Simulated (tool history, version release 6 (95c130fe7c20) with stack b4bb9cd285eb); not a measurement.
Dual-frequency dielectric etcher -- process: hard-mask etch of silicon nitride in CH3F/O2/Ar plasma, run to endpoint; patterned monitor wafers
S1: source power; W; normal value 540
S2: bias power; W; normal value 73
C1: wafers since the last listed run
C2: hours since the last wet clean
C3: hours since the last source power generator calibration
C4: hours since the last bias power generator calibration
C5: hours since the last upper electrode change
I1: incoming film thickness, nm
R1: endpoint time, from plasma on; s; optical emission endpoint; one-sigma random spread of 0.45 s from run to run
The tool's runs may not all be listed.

run 1 hour=0.0 | S1=540 S2=73 | C1=0 C2=181.2 C3=3127.1 C4=1669.9 C5=3081.0 | I1=40.74 | R1=56.3
run 2 hour=49.2 | S1=540 S2=73 | C1=666 C2=230.4 C3=3176.3 C4=1719.1 C5=3130.2 | I1=40.94 | R1=56.8
run 3 hour=183.1 | S1=540 S2=73 | C1=1814 C2=364.3 C3=3310.2 C4=1853.0 C5=3264.1 | I1=41.13 | R1=58.8
-- hour=264.4 wet clean of the chamber
run 4 hour=264.9 | S1=540 S2=73 | C1=783 C2=0.5 C3=3392.0 C4=1934.8 C5=3345.9 | I1=41.07 | R1=56.4
run 5 hour=309.0 | S1=540 S2=73 | C1=597 C2=44.6 C3=3436.1 C4=1978.9 C5=3390.0 | I1=41.44 | R1=57.0
run 6 hour=390.0 | S1=630 S2=73 | C1=1097 C2=125.6 C3=3517.1 C4=2059.9 C5=3471.0 | I1=41.67 | R1=53.0
run 7 hour=488.3 | S1=630 S2=73 | C1=1332 C2=223.9 C3=3615.4 C4=2158.2 C5=3569.3 | I1=41.20 | R1=54.0
run 8 hour=582.7 | S1=630 S2=73 | C1=1279 C2=318.3 C3=3709.8 C4=2252.6 C5=3663.7 | I1=40.74 | R1=53.4
run 9 hour=633.6 | S1=540 S2=73 | C1=689 C2=369.2 C3=3760.7 C4=2303.5 C5=3714.6 | I1=41.00 | R1=58.5
-- hour=713.4 wet clean of the chamber
run 10 hour=733.3 | S1=540 S2=73 | C1=1025 C2=19.9 C3=3860.4 C4=2403.2 C5=3814.3 | I1=41.23 | R1=56.5
-- hour=825.3 upper electrode replaced
run 11 hour=839.8 | S1=540 S2=73 | C1=1117 C2=126.4 C3=3966.9 C4=2509.7 C5=14.5 | I1=41.02 | R1=56.7
run 12 hour=903.6 | S1=540 S2=73 | C1=864 C2=190.2 C3=4030.7 C4=2573.5 C5=78.3 | I1=40.62 | R1=57.0
-- hour=939.4 source power generator calibrated
run 13 hour=940.6 | S1=660 S2=90 | C1=447 C2=227.2 C3=1.2 C4=2610.5 C5=115.3 | I1=40.96 | R1=48.9
run 14 hour=977.2 | S1=540 S2=63 | C1=495 C2=263.8 C3=37.8 C4=2647.1 C5=151.9 | I1=41.52 | R1=62.2
run 15 hour=1015.2 | S1=600 S2=73 | C1=514 C2=301.8 C3=75.8 C4=2685.1 C5=189.9 | I1=40.90 | R1=54.1
run 16 hour=1082.6 | S1=410 S2=78 | C1=913 C2=369.2 C3=143.2 C4=2752.5 C5=257.3 | I1=41.41 | R1=68.9
-- hour=1168.5 wet clean of the chamber
run 17 hour=1184.3 | S1=540 S2=73 | C1=1052 C2=15.8 C3=244.9 C4=2854.2 C5=359.0 | I1=41.82 | R1=57.1
run 18 hour=1279.7 | S1=650 S2=84 | C1=1292 C2=111.2 C3=340.3 C4=2949.6 C5=454.4 | I1=41.08 | R1=49.1
run 19 hour=1383.8 | S1=630 S2=78 | C1=1410 C2=215.3 C3=444.4 C4=3053.7 C5=558.5 | I1=41.12 | R1=51.7
run 20 hour=1456.1 | S1=540 S2=73 | C1=979 C2=287.6 C3=516.7 C4=3126.0 C5=630.8 | I1=40.74 | R1=57.2
-- hour=1538.4 bias power generator calibrated
run 21 hour=1555.7 | S1=680 S2=83 | C1=1295 C2=387.2 C3=616.3 C4=17.3 C5=730.4 | I1=40.80 | R1=49.2
-- hour=1660.2 wet clean of the chamber
run 22 hour=1862.3 | S1=540 S2=73 | C1=3829 C2=202.1 C3=922.9 C4=323.9 C5=1037.0 | I1=41.08 | R1=58.5
run 23 hour=1937.9 | S1=620 S2=85 | C1=1024 C2=277.7 C3=998.5 C4=399.5 C5=1112.6 | I1=41.04 | R1=51.2
run 24 hour=2012.8 | S1=540 S2=73 | C1=1014 C2=352.6 C3=1073.4 C4=474.4 C5=1187.5 | I1=40.81 | R1=57.4

4 options for the next run, each taken on its own from the tool as it stands now. Forecast them:
run A hour=2013.2 | S1=540 S2=73 | C1=5 C2=353.0 C3=1073.8 C4=474.8 C5=1187.9 | I1=41.12 | R1=?
run B hour=2013.2 | S1=430 S2=90 | C1=5 C2=353.0 C3=1073.8 C4=474.8 C5=1187.9 | I1=41.12 | R1=?
run C hour=2013.2 | S1=470 S2=61 | C1=5 C2=353.0 C3=1073.8 C4=474.8 C5=1187.9 | I1=41.12 | R1=?
run D hour=2013.2 | S1=470 S2=86 | C1=5 C2=353.0 C3=1073.8 C4=474.8 C5=1187.9 | I1=41.12 | R1=?

run=A R1=59.0
run=B R1=63.2
run=C R1=67.5
run=D R1=60.7
Take away the tool's hidden state, keep each run's random variation, and the runs would have read:
run=A R1=56.6
run=B R1=60.6
run=C R1=64.8
run=D R1=58.3
